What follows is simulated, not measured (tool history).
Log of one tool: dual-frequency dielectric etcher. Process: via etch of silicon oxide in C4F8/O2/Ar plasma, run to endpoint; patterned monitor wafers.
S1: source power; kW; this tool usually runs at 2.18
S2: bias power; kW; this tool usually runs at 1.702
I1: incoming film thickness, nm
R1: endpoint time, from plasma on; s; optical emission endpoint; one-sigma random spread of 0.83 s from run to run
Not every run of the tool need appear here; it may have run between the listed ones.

| run | hour | S1 | S2 | I1 | R1 |
|---|---|---|---|---|---|
| 1 | 0 | 1.96 | 1.702 | 1431.2 | 312.3 |
| 2 | 8.7 | 1.96 | 1.702 | 1417.6 | 307.4 |
| 3 | 26.1 | 1.96 | 1.702 | 1406 | 306.5 |
| 4 | 33.1 | 2.18 | 1.451 | 1399.5 | 292.5 |
| 5 | 40.6 | 2.18 | 1.451 | 1413.4 | 294.7 |
| 6 | 56.4 | 2.18 | 1.451 | 1423.7 | 298.5 |
| 7 | 67.3 | 2.18 | 1.702 | 1415.9 | 288.5 |
| 8 | 84.6 | 2.18 | 1.702 | 1428.7 | 291.2 |
|  | 109 | upper electrode replaced |
| 9 | 109.5 | 2.18 | 1.702 | 1403.7 | 288.3 |
| 10 | 112 | 2.18 | 1.702 | 1425.7 | 291.6 |
| 11 | 128.8 | 2.18 | 1.702 | 1410.2 | 290.4 |
| 12 | 140.2 | 2.18 | 1.702 | 1414.3 | 292.3 |
|  | 148.1 | source power generator calibrated |
| 13 | 150.6 | 2.18 | 1.89 | 1425.2 | 290.1 |
|  | 176.3 | bias power generator calibrated |
|  | 184.1 | wet clean of the chamber |
| 14 | 184.6 | 2.18 | 1.346 | 1406.8 | 283.1 |
| 15 | 185 | 2.18 | 1.702 | 1417.3 | 276.4 |
| 16 | 185.3 | 2.35 | 1.911 | 1425.9 | 261.9 |
| 17 | 190.6 | 1.77 | 1.959 | 1426 | 311.9 |
| 18 | 202.5 | 2.18 | 2.121 | 1426.6 | 269.8 |
| 19 | 214.2 | 2.18 | 1.518 | 1417.9 | 281 |
| 20 | 230.1 | 2.54 | 2.026 | 1429.4 | 249.2 |
| 21 | 241.4 | 1.78 | 2.122 | 1398.3 | 302.2 |
| 22 | 253.2 | 2.18 | 1.702 | 1436.3 | 280.4 |
| 23 | 265.6 | 2.18 | 2.121 | 1399.1 | 267 |

Alternative continuations, all from the tool just after run 23; predict every row:
| A | 266.1 | 2.18 | 1.702 | 1417.1 | ? |
| B | 266.1 | 2.18 | 1.837 | 1417.1 | ? |
| C | 266.1 | 1.81 | 1.702 | 1417.1 | ? |

| run | R1 |
|---|---|
| A | 278.5 |
| B | 275.5 |
| C | 313.9 |
Stripped of hidden state, with their random variation kept, the same runs would have yielded:
| run | R1 |
|---|---|
| A | 277.6 |
| B | 274.6 |
| C | 312.9 |
